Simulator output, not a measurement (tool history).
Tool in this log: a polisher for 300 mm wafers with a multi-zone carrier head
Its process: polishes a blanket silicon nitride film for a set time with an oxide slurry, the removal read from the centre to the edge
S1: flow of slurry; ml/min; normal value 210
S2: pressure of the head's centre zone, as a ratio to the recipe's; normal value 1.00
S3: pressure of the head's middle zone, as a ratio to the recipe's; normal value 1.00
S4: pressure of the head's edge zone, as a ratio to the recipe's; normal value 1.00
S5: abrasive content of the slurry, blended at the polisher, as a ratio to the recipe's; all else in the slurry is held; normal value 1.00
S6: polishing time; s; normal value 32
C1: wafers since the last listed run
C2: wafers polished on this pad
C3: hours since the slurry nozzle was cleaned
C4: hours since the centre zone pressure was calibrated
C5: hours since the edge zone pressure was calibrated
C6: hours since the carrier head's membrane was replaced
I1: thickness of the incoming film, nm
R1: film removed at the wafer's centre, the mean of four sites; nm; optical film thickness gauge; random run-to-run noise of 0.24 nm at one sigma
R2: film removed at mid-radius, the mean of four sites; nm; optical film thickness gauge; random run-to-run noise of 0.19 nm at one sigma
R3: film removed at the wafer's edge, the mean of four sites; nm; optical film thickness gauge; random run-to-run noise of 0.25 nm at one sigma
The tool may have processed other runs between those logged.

run   hour   S1    S2    S3    S4    S5  S6    C1    C2     C3     C4      C5     C6     I1    R1    R2    R3
  1    0.0  210  1.00  0.95  1.05  1.00  26     0  2043  232.0  508.9  1040.5   67.2  402.1  17.4  17.0  18.5
      16.2  -- centre zone pressure recalibrated
  2   17.3  245  0.91  1.00  1.05  1.00  32   180  2224  249.3    1.1  1057.8   84.5  407.3  19.8  22.5  23.6
  3   38.6  230  1.00  1.07  1.00  1.20  32   251  2476  270.6   22.4  1079.1  105.8  403.8  23.8  26.4  24.6
      49.2  -- slurry nozzle cleaned
  4   57.9  210  1.00  1.00  1.00  1.15  32   216  2692    8.7   41.7  1098.4  125.1  395.1  23.0  23.8  24.3
  5   75.6  210  0.94  1.00  1.00  1.00  32   209  2901   26.4   59.4  1116.1  142.8  399.2  19.8  21.7  22.7
  6   96.2  210  0.89  1.00  1.00  1.00  32   243  3145   47.0   80.0  1136.7  163.4  398.5  19.1  21.8  22.3
     105.0  -- worn pad replaced by a new one
  7  129.4  210  1.00  1.00  1.00  1.00  28   345   287   80.2  113.2  1169.9  196.6  401.1  18.3  19.3  19.6
  8  143.1  210  1.00  1.00  1.00  1.00  32   161   449   93.9  126.9  1183.6  210.3  397.9  21.4  22.2  22.6
     217.4  -- edge zone pressure recalibrated
  9  217.9  250  1.00  1.06  1.00  0.70  29   860  1310  168.7  201.7     0.5  285.1  398.7  15.9  16.8  16.5
 10  243.2  210  1.00  0.97  1.00  1.00  32   299  1609  194.0  227.0    25.8  310.4  398.5  21.7  22.0  22.6
 11  263.8  210  1.00  1.00  1.00  1.00  39   243  1852  214.6  247.6    46.4  331.0  405.0  26.4  26.7  27.5
     317.1  -- slurry nozzle cleaned
 12  319.0  210  1.00  1.00  1.00  0.70  32   640  2493    1.9  302.8   101.6  386.2  399.9  16.9  17.5  17.8
     339.2  -- worn pad replaced by a new one
 13  339.7  210  1.00  1.00  1.00  1.00  32   197     5   22.6  323.5   122.3  406.9  394.9  21.1  22.1  22.5
 14  362.8  210  1.00  1.00  1.00  1.00  32   273   278   45.7  346.6   145.4  430.0  401.2  21.4  21.6  22.6
     429.9  -- centre zone pressure recalibrated
 15  430.4  250  1.07  1.09  1.00  1.00  23   775  1053  113.3    0.5   213.0  497.6  402.5  16.9  17.1  16.5
 16  449.1  245  0.91  1.00  1.05  1.00  32   221  1275  132.0   19.2   231.7  516.3  392.0  19.7  22.4  22.9
 17  483.5  275  0.97  1.00  1.00  1.30  32   406  1681  166.4   53.6   266.1  550.7  402.5  24.1  25.8  26.6
 18  518.0  210  1.11  1.00  1.00  1.00  42   407  2089  200.9   88.1   300.6  585.2  397.1  31.9  28.6  29.8
     600.8  -- slurry nozzle cleaned
 19  604.8  210  1.00  1.00  1.00  1.00  32  1014  3103    4.0  174.9   387.4  672.0  404.2  21.3  22.2  22.2
     634.5  -- worn pad replaced by a new one
 20  635.6  185  1.00  1.00  1.00  1.10  22   316    13   34.8  205.7   418.2  702.8  402.0  14.9  15.8  16.1
 21  657.8  170  0.94  1.00  1.00  1.00  32   262   275   57.0  227.9   440.4  725.0  403.0  19.6  21.3  22.1
 22  669.8  210  1.00  1.00  1.00  0.75  32   141   417   69.0  239.9   452.4  737.0  398.8  17.7  18.3  18.2
 23  755.7  160  1.08  0.94  1.00  1.00  32  1015  1432  154.9  325.8   538.3  822.9  402.3  22.7  20.4  22.3

Forecast each of these 3 alternatives for the next run:
  A  756.1  210  1.00  1.08  1.00  1.00  32   4  1437  155.3  326.2  538.7  823.3  395.6   ?   ?   ?
  B  756.1  210  0.92  1.00  1.08  1.00  27   4  1437  155.3  326.2  538.7  823.3  395.6   ?   ?   ?
  C  756.1  210  1.00  1.00  1.00  1.00  24   4  1437  155.3  326.2  538.7  823.3  395.6   ?   ?   ?

run    R1    R2    R3
  A  21.5  23.7  22.5
  B  16.7  18.8  19.7
  C  16.1  16.7  16.9
Stripped of hidden state, with their random variation kept, the same runs would have yielded:
run    R1    R2    R3
  A  21.5  23.7  22.5
  B  16.7  18.8  19.7
  C  16.1  16.7  16.9
